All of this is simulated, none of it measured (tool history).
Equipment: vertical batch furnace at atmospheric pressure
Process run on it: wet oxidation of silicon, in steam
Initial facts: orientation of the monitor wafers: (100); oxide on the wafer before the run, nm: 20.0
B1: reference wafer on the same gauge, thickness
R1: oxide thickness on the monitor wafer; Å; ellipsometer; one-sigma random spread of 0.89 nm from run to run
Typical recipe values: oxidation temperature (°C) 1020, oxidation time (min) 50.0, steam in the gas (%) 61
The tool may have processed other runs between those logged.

{"run": 1, "hour": 0.0, "oxidation temperature (°C)": 1020, "oxidation time (min)": 50.0, "steam in the gas (%)": 61, "B1": 318.74, "R1": 2758.4}
{"run": 2, "hour": 43.5, "oxidation temperature (°C)": 1020, "oxidation time (min)": 50.0, "steam in the gas (%)": 61, "B1": 318.62, "R1": 2754.1}
{"run": 3, "hour": 95.8, "oxidation temperature (°C)": 1020, "oxidation time (min)": 50.0, "steam in the gas (%)": 61, "B1": 319.01, "R1": 2763.3}
{"run": 4, "hour": 150.1, "oxidation temperature (°C)": 1020, "oxidation time (min)": 50.0, "steam in the gas (%)": 61, "B1": 319.21, "R1": 2761.9}
{"run": 5, "hour": 220.6, "oxidation temperature (°C)": 1020, "oxidation time (min)": 50.0, "steam in the gas (%)": 61, "B1": 319.36, "R1": 2764.2}
{"run": 6, "hour": 270.9, "oxidation temperature (°C)": 1020, "oxidation time (min)": 50.0, "steam in the gas (%)": 61, "B1": 318.81, "R1": 2756.2}
{"run": 7, "hour": 331.2, "oxidation temperature (°C)": 1020, "oxidation time (min)": 50.0, "steam in the gas (%)": 68, "B1": 318.74, "R1": 2960.8}
{"run": 8, "hour": 390.7, "oxidation temperature (°C)": 1020, "oxidation time (min)": 50.0, "steam in the gas (%)": 61, "B1": 319.25, "R1": 2749.0}
{"hour": 439.6, "done": "steam generator serviced"}
{"run": 9, "hour": 451.4, "oxidation temperature (°C)": 1020, "oxidation time (min)": 50.0, "steam in the gas (%)": 61, "B1": 318.97, "R1": 2874.9}
{"hour": 470.1, "done": "gauge calibrated"}
{"run": 10, "hour": 479.1, "oxidation temperature (°C)": 1020, "oxidation time (min)": 50.0, "steam in the gas (%)": 61, "B1": 319.33, "R1": 2860.4}
{"run": 11, "hour": 507.5, "oxidation temperature (°C)": 1020, "oxidation time (min)": 50.0, "steam in the gas (%)": 61, "B1": 319.2, "R1": 2867.8}
{"run": 12, "hour": 566.2, "oxidation temperature (°C)": 1036, "oxidation time (min)": 50.0, "steam in the gas (%)": 69, "B1": 318.72, "R1": 3448.1}
{"hour": 590.5, "done": "thermocouples replaced and temperature profile calibrated"}
{"run": 13, "hour": 605.0, "oxidation temperature (°C)": 1020, "oxidation time (min)": 50.0, "steam in the gas (%)": 61, "B1": 318.84, "R1": 2858.6}
{"run": 14, "hour": 656.6, "oxidation temperature (°C)": 1007, "oxidation time (min)": 68.0, "steam in the gas (%)": 51, "B1": 319.27, "R1": 2843.2}
{"run": 15, "hour": 724.1, "oxidation temperature (°C)": 1007, "oxidation time (min)": 71.5, "steam in the gas (%)": 55, "B1": 319.25, "R1": 3093.9}
{"run": 16, "hour": 792.6, "oxidation temperature (°C)": 1020, "oxidation time (min)": 50.0, "steam in the gas (%)": 70, "B1": 318.79, "R1": 3131.3}
{"run": 17, "hour": 856.6, "oxidation temperature (°C)": 1027, "oxidation time (min)": 50.0, "steam in the gas (%)": 56, "B1": 319.41, "R1": 2842.2}
{"run": 18, "hour": 895.4, "oxidation temperature (°C)": 1037, "oxidation time (min)": 50.0, "steam in the gas (%)": 61, "B1": 318.86, "R1": 3214.6}
{"run": 19, "hour": 960.3, "oxidation temperature (°C)": 1007, "oxidation time (min)": 50.0, "steam in the gas (%)": 68, "B1": 319.36, "R1": 2784.0}
{"run": 20, "hour": 1016.4, "oxidation temperature (°C)": 1012, "oxidation time (min)": 50.0, "steam in the gas (%)": 50, "B1": 319.03, "R1": 2334.1}
{"run": 21, "hour": 1077.4, "oxidation temperature (°C)": 1027, "oxidation time (min)": 50.0, "steam in the gas (%)": 56, "B1": 318.88, "R1": 2823.4}
{"run": 22, "hour": 1139.9, "oxidation temperature (°C)": 1031, "oxidation time (min)": 50.0, "steam in the gas (%)": 61, "B1": 319.19, "R1": 3059.6}
{"run": 23, "hour": 1191.0, "oxidation temperature (°C)": 1027, "oxidation time (min)": 50.0, "steam in the gas (%)": 56, "B1": 318.85, "R1": 2802.4}

A few steps of R1 between consecutive runs. Split each: what settings, incoming material and random variation would produce without the hidden state, and what is left over for the hidden state, along with gauge scatter present in only one of the two compared results (measured, and without hidden state):
What the log doesn't record here: true tube temperature minus thermocouple reading, K; steam share off its setpoint, % of the setpoint; gauge reads high (%).
Run 6 -> 7: steam in the gas (%) 61 -> 68. R1 +204.6 Å: hidden state -12.3, all else +216.9.
Run 8 -> 9: steam generator serviced. R1 +125.9 Å: hidden state +122.9, all else +3.0.
Run 11 -> 12: oxidation temperature (°C) 1020 -> 1036, steam in the gas (%) 61 -> 69. R1 +580.3 Å: hidden state -7.1, all else +587.4.
Run 12 -> 13: oxidation temperature (°C) 1036 -> 1020, steam in the gas (%) 69 -> 61, thermocouples replaced and temperature profile calibrated. R1 -589.5 Å: hidden state +2.7, all else -592.2.
